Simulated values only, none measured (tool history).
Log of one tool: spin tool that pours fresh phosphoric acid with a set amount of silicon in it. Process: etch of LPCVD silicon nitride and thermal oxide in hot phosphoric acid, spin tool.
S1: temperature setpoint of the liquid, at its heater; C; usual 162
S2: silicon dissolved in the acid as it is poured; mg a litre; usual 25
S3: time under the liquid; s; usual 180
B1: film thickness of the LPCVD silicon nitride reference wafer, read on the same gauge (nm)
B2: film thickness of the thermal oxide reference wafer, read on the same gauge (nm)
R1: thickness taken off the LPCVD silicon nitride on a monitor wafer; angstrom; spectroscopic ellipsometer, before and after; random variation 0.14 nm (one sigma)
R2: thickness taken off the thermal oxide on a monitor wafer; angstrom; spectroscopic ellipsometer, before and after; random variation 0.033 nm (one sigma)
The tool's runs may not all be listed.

run,hour,S1,S2,S3,B1,B2,R1,R2
1,0,164,25,180,140.01,120.015,170.1,3.32
2,39.8,164,25,180,140,119.997,171,3.18
3,140.3,164,25,180,140.02,119.973,169.5,4.09
4,222.2,162,25,180,140.02,119.997,162.7,2.97
5,307.2,162,25,180,140.04,120.031,161.8,2.76
6,405.3,162,25,180,139.96,119.992,162.2,2.74
7,605.8,160,25,180,140.01,120.034,154.9,2.11
8,650.9,160,25,180,140.01,120.018,155.6,2.47
9,729.2,161,25,180,139.98,120.028,161.9,2.86
10,775.9,162,13.5,180,139.97,119.998,163.7,5.09
# hour 791.8: thermometer replaced
# hour 825: heated supply line repaired
11,852.1,160,38.5,140,140.02,119.994,113.1,1.15
# hour 883: dissolved silicon flow meter replaced
# hour 885.5: gauge calibrated
12,913.7,164,25,180,139.99,119.972,165.8,3.07
13,963.3,164,30.5,215,140.01,120,200.8,2.94
14,1018.1,162,17.5,270,139.99,119.961,231.8,4.26
15,1078.6,162,31.5,180,139.99,120.019,157.2,2.12
16,1147.2,161,25,100,140.01,120.002,83.8,1.59
17,1185.6,162,25,250,139.98,119.996,219.2,4.41
18,1254.2,164.5,13,150,139.98,120.027,143.1,3.48
19,1343.8,164.5,13,150,140.02,120.009,142,4.02
20,1432.8,163.5,7.5,220,140.01,119.978,206.2,7.93
21,1468.9,162,41,85,139.99,120.005,75.9,0.67

The tool's hidden state at each run:
dissolved silicon flow below the setpoint (%): 0 in every run
temperature lost on the way to the wafer (K): 0 in every run
gauge reads high (%): 0 in every run
H1: liquid hotter than its thermometer reads (K)
run,H1
1,1.35
2,1.42
3,1.6
4,1.75
5,1.9
6,2.08
7,2.44
8,2.52
9,2.67
10,2.75
11,0.482
12,0.593
13,0.683
14,0.781
15,0.891
16,1.01
17,1.08
18,1.21
19,1.37
20,1.53
21,1.59
